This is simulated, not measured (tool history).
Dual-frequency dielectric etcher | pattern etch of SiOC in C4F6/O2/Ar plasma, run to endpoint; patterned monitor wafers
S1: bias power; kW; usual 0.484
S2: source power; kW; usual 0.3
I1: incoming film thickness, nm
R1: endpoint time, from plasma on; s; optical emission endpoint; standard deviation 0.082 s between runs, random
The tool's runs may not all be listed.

run 1 hour=0 | S1=0.484 S2=0.3 | I1=52.3 | R1=19.5
run 2 hour=20 | S1=0.484 S2=0.3 | I1=52.8 | R1=19.8
run 3 hour=35 | S1=0.484 S2=0.3 | I1=52.8 | R1=19.9
run 4 hour=50.8 | S1=0.484 S2=0.3 | I1=52.5 | R1=19.5
run 5 hour=78.8 | S1=0.484 S2=0.3 | I1=53 | R1=20
run 6 hour=104.5 | S1=0.527 S2=0.25 | I1=52.4 | R1=20.8
run 7 hour=130.9 | S1=0.484 S2=0.3 | I1=53.1 | R1=20.2
run 8 hour=155.2 | S1=0.484 S2=0.3 | I1=52.6 | R1=20
run 9 hour=176 | S1=0.484 S2=0.3 | I1=52.9 | R1=20.2
run 10 hour=209.2 | S1=0.484 S2=0.3 | I1=52.6 | R1=20
-- hour=245 wet clean of the chamber
run 11 hour=245.5 | S1=0.484 S2=0.3 | I1=52.5 | R1=19.3
-- hour=288.2 source power generator calibrated
run 12 hour=305.2 | S1=0.484 S2=0.3 | I1=52.7 | R1=19.4
run 13 hour=324.1 | S1=0.382 S2=0.24 | I1=52.4 | R1=23.4
run 14 hour=422.4 | S1=0.54 S2=0.23 | I1=52.3 | R1=21.3
run 15 hour=457.2 | S1=0.53 S2=0.25 | I1=53.1 | R1=20.9
run 16 hour=473.9 | S1=0.484 S2=0.34 | I1=53.2 | R1=18.9
run 17 hour=504 | S1=0.484 S2=0.3 | I1=52.7 | R1=19.8
run 18 hour=538.3 | S1=0.441 S2=0.33 | I1=52.4 | R1=19.6
run 19 hour=550.4 | S1=0.424 S2=0.26 | I1=52.9 | R1=22.5

Expected results for the next run?
-- hour=600.2 upper electrode replaced
-- hour=601.9 bias power generator calibrated
run 20 hour=602.4 | S1=0.365 S2=0.25 | I1=53 | R1=?

Run 20 came out at R1 24.1 s.
Were there no unlogged condition in the tool, this run, its random variation unchanged, would have produced R1 23.3 s.

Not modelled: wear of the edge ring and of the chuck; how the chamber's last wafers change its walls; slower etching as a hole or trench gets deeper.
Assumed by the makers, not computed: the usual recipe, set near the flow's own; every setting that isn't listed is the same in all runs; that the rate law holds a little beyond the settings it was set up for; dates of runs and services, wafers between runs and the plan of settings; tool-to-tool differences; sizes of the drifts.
